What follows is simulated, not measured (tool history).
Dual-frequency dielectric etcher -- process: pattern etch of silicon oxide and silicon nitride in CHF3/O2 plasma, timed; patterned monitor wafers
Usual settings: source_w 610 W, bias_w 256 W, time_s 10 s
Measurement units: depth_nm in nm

run    hour  source_w  bias_w  time_s  read-back reference wafer on the same gauge, depth_nm  depth_nm
  1       0       670     303      10                                                   14.7     19.76
       41.1  -- wet clean of the chamber
  2    62.2       610     274      10                                                   14.7     17.72
  3    97.7       610     274      10                                                   14.7     17.76
  4   158.8       610     256      10                                                  14.72      17.3
  5   192.5       610     256      10                                                  14.68     17.24
  6   228.3       610     256      10                                                  14.72     17.42
  7   277.8       610     256      10                                                  14.69     17.51
  8   308.3       610     256      10                                                   14.7     17.65
  9     346       610     256      10                                                   14.7     17.43
 10   386.5       610     256      10                                                  14.69     17.64
 11     422       610     256      10                                                   14.7      17.5
        500  -- wet clean of the chamber
 12   500.5       610     256      10                                                  14.69     18.11
      514.4  -- source power generator calibrated
      518.2  -- bias power generator calibrated
 13   518.7       610     256      10                                                   14.7      18.3
 14   565.4       690     228       7                                                  14.69      12.7
 15   613.4       690     223       8                                                  14.71     14.55
 16   649.3       540     217     7.5                                                  14.71     12.04
 17   679.3       700     256      10                                                   14.7     19.59
 18   708.6       700     281    11.5                                                   14.7     23.57
 19   747.7       610     256      12                                                  14.69     22.03
        789  -- wet clean of the chamber, repeated, since the last time left the tool worse
 20   789.5       490     256      12                                                  14.71     18.81
 21   849.3       660     297      10                                                  14.69     19.05
        872  -- gauge calibrated
      904.1  -- upper electrode replaced
 22   904.6       730     309       8                                                   14.7     16.47
 23  1008.2       610     256      10                                                  14.71     17.21
 24  1111.8       610     256      10                                                   14.7      17.5
 25  1164.2       610     231      10                                                  14.71     16.76
 26    1209       610     256    12.5                                                   14.7     22.08

Alternative continuations, all from the tool just after run 26; predict every row:
  A  1209.4       610     256      10                                                      ?         ?
  B  1209.4       540     278       7                                                      ?         ?
  C  1209.4       730     273     7.5                                                      ?         ?

run  read-back reference wafer on the same gauge, depth_nm  depth_nm
  A                                                  14.71     17.69
  B                                                  14.71     12.18
  C                                                  14.71      14.8
With the hidden condition removed and each run's random variation left untouched, the same runs would have given:
run  depth_nm
  A     17.21
  B     11.85
  C     14.39
